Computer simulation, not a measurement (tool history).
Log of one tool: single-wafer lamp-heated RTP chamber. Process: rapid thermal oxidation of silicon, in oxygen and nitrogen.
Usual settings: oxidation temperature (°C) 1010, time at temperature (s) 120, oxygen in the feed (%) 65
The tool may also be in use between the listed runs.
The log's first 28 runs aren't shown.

run     day  oxidation temperature (°C)  time at temperature (s)  oxygen in the feed (%)  wafers since the last listed run  wafers since the last pyrometer calibration  hours since the oxygen flow controller was replaced  hours since the gauge calibration  read-back reference wafer on the same gauge, thickness  oxide thickness on the monitor wafer (Å)
 29  12.871                        1010                      120                      65                               233                                          546                                                156.5                               70.9                                                    6.03                                      80.1
     13.429  -- pyrometer window cleaned and pyrometer calibrated, repeated, since the last time left the tool worse
 30  13.567                        1010                      120                      65                                70                                           26                                                173.2                               87.6                                                   6.032                                     73.52
 31  14.192                        1025                       75                      38                               121                                          148                                                188.2                              102.6                                                   6.024                                     55.63
 32  14.475                         990                       89                      65                                55                                          203                                                  195                              109.4                                                   6.038                                     55.93
 33  15.079                        1010                      120                      65                               117                                          321                                                209.5                              123.9                                                   6.021                                     73.42
 34  15.758                        1010                      120                      65                               132                                          453                                                225.8                              140.2                                                   6.022                                     74.57
 35  16.071                        1010                      120                      40                                60                                          514                                                233.3                              147.7                                                   6.028                                     61.91
 36  16.471                        1002                      120                      46                                77                                          592                                                242.9                              157.3                                                   6.032                                     61.66
 37  17.038                         987                       93                      53                               110                                          702                                                256.5                              170.9                                                   6.028                                     52.51

5 ways to go on from here, each from the tool as it stands after run 37. What would each give?
  A  17.054                        1010                      120                      65                                 3                                          705                                                256.9                              171.3                                                       ?                                         ?
  B  17.054                        1036                      120                      65                                 3                                          705                                                256.9                              171.3                                                       ?                                         ?
  C  17.054                        1018                       99                      65                                 3                                          705                                                256.9                              171.3                                                       ?                                         ?
  D  17.054                        1026                      156                      39                                 3                                          705                                                256.9                              171.3                                                       ?                                         ?
  E  17.054                        1035                      120                      86                                 3                                          705                                                256.9                              171.3                                                       ?                                         ?

run  read-back reference wafer on the same gauge, thickness  oxide thickness on the monitor wafer (Å)
  A                                                   6.028                                     75.27
  B                                                   6.028                                     90.65
  C                                                   6.028                                     73.09
  D                                                   6.028                                     79.31
  E                                                   6.028                                     99.62
Without the tool's hidden state the same runs would have given:
run  oxide thickness on the monitor wafer (Å)
  A                                     74.34
  B                                     89.57
  C                                      72.2
  D                                     78.35
  E                                     98.42
